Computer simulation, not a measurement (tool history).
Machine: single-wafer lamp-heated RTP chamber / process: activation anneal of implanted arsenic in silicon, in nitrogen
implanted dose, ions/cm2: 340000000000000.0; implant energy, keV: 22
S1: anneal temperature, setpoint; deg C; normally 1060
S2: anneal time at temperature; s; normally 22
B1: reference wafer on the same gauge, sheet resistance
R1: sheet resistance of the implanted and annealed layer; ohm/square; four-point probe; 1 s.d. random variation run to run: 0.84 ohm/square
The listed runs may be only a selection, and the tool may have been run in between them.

| run | hour | S1 | S2 | B1 | R1 |
|---|---|---|---|---|---|
| 1 | 0.0 | 1060 | 22 | 273.94 | 303.36 |
|  | 30.8 | gauge calibrated |
| 2 | 32.8 | 1060 | 22 | 274.16 | 301.18 |
| 3 | 63.3 | 1060 | 22 | 273.98 | 301.28 |
| 4 | 91.0 | 1060 | 22 | 274.12 | 302.27 |
| 5 | 116.1 | 1060 | 22 | 273.88 | 301.44 |
| 6 | 145.6 | 1060 | 22 | 274.04 | 302.35 |
| 7 | 180.5 | 1060 | 22 | 274.00 | 303.85 |
|  | 201.9 | reflector plate cleaned |
| 8 | 208.4 | 1060 | 22 | 274.17 | 301.20 |
| 9 | 239.2 | 1060 | 18 | 273.96 | 302.31 |
| 10 | 269.4 | 1060 | 18 | 273.98 | 303.35 |
| 11 | 300.6 | 1043 | 19 | 274.20 | 306.56 |
| 12 | 321.7 | 1060 | 22 | 274.04 | 301.40 |
| 13 | 348.2 | 1060 | 22 | 274.13 | 300.07 |
| 14 | 379.3 | 1060 | 22 | 273.96 | 301.77 |
| 15 | 394.7 | 1051 | 32 | 274.07 | 299.82 |
| 16 | 409.2 | 1050 | 34 | 273.98 | 299.16 |

Run 17, settings as shown, results not yet in. Your forecast:
|  | 429.4 | gauge calibrated |
| 17 | 438.7 | 1060 | 30 | ? | ? |

{"run 17": {"B1": 274.0, "R1": 299.88}}
Without the tool's hidden state the same run would have given R1 299.88 ohm/square.
